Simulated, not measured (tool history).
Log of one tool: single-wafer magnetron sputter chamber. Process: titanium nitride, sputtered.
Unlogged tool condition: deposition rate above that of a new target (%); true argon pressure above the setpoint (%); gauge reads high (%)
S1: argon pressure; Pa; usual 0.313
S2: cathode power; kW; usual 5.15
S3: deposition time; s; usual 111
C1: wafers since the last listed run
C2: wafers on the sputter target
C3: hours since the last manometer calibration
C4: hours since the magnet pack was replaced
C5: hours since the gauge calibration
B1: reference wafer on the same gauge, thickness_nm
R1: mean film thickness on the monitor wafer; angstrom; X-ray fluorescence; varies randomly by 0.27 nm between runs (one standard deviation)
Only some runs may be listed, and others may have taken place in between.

run	hour	S1	S2	S3	C1	C2	C3	C4	C5	B1	R1
1	0	0.374	5.15	111	0	4707	1416	7583.7	1552.1	125.995	1054.66
2	95.3	0.374	5.15	111	1168	5876	1511.3	7679	1647.4	125.976	1052.16
3	145.3	0.313	5.15	111	613	6489	1561.3	7729	1697.4	125.97	1082.24
4	237.7	0.313	5.15	111	1133	7622	1653.7	7821.4	1789.8	126.073	1085.78
5	334.8	0.313	5.15	111	1190	8813	1750.8	7918.5	1886.9	125.994	1086.6
# hour 363.2: sputter target and shields replaced
6	487.6	0.313	5.15	95	1775	1525	1903.6	8071.3	2039.7	125.948	938.24
7	553.5	0.313	5.15	95	808	2334	1969.5	8137.2	2105.6	125.977	934.36
8	609.6	0.313	5.15	95	688	3022	2025.6	8193.3	2161.7	125.914	932.03
9	703	0.313	5.15	127	1145	4167	2119	8286.7	2255.1	126.096	1236.78
# hour 752.2: gauge calibrated
10	759.3	0.313	5.15	127	690	4858	2175.3	8343	7.1	125.965	1238.36
11	856.7	0.229	5.5	111	1194	6052	2272.7	8440.4	104.5	126.008	1183.25
12	902.2	0.409	5.15	97	558	6610	2318.2	8485.9	150	125.926	888.24
13	998.5	0.409	5.15	97	1181	7792	2414.5	8582.2	246.3	126.01	890.02
14	1072.7	0.37	5.65	111	910	8702	2488.7	8656.4	320.5	125.984	1106.49
# hour 1104.4: magnet pack replaced
15	1130.1	0.203	5.15	111	605	9307	2546.1	25.7	377.9	126.007	1145.52
# hour 1140.7: sputter target and shields replaced
# hour 1161.7: capacitance manometer re-zeroed and calibrated
16	1221	0.313	5.15	111	918	887	59.3	116.6	468.8	126.058	1103.47
17	1319.6	0.313	5.15	120	1209	2096	157.9	215.2	567.4	126.021	1195.32
18	1393	0.415	4.25	111	900	2996	231.3	288.6	640.8	126.019	920.54
19	1499.5	0.313	5.15	111	1306	4302	337.8	395.1	747.3	125.893	1099.41
20	1570.9	0.313	5.5	111	875	5178	409.2	466.5	818.7	125.977	1142.99
21	1612.1	0.384	5.15	111	505	5683	450.4	507.7	859.9	125.973	1054.14
22	1711.6	0.257	5.15	128	1220	6904	549.9	607.2	959.4	125.94	1296.4
23	1761	0.313	5.15	111	605	7510	599.3	656.6	1008.8	126.031	1095.65
24	1825.6	0.411	5.15	120	792	8302	663.9	721.2	1073.4	126.056	1119.13
25	1915.3	0.241	4.7	123	1100	9402	753.6	810.9	1163.1	125.932	1180.21
# hour 1929.1: sputter target and shields replaced
26	2008.8	0.206	4.05	96	1048	977	847.1	904.4	1256.6	126.027	874.98
27	2109.1	0.419	5.15	118	1230	2207	947.4	1004.7	1356.9	125.904	1101.87

Run-by-run hidden state of the tool:
gauge reads high (%): 0 in every run
H1: deposition rate above that of a new target (%)
H2: true argon pressure above the setpoint (%)
run	H1	H2
1	-2.01	3.01
2	-2.15	3.49
3	-2.21	3.75
4	-2.28	4.26
5	-2.33	4.83
6	-0.989	5.79
7	-1.3	6.23
8	-1.51	6.62
9	-1.76	7.29
10	-1.86	7.7
11	-2	8.45
12	-2.05	8.81
13	-2.12	9.59
14	-2.16	10.2
15	-2.18	10.7
16	-0.658	1.24
17	-1.19	1.27
18	-1.46	1.32
19	-1.73	1.43
20	-1.85	1.52
21	-1.91	1.58
22	-2.01	1.75
23	-2.04	1.85
24	-2.08	1.99
25	-2.12	2.21
26	-0.85	2.47
27	-1.39	2.78

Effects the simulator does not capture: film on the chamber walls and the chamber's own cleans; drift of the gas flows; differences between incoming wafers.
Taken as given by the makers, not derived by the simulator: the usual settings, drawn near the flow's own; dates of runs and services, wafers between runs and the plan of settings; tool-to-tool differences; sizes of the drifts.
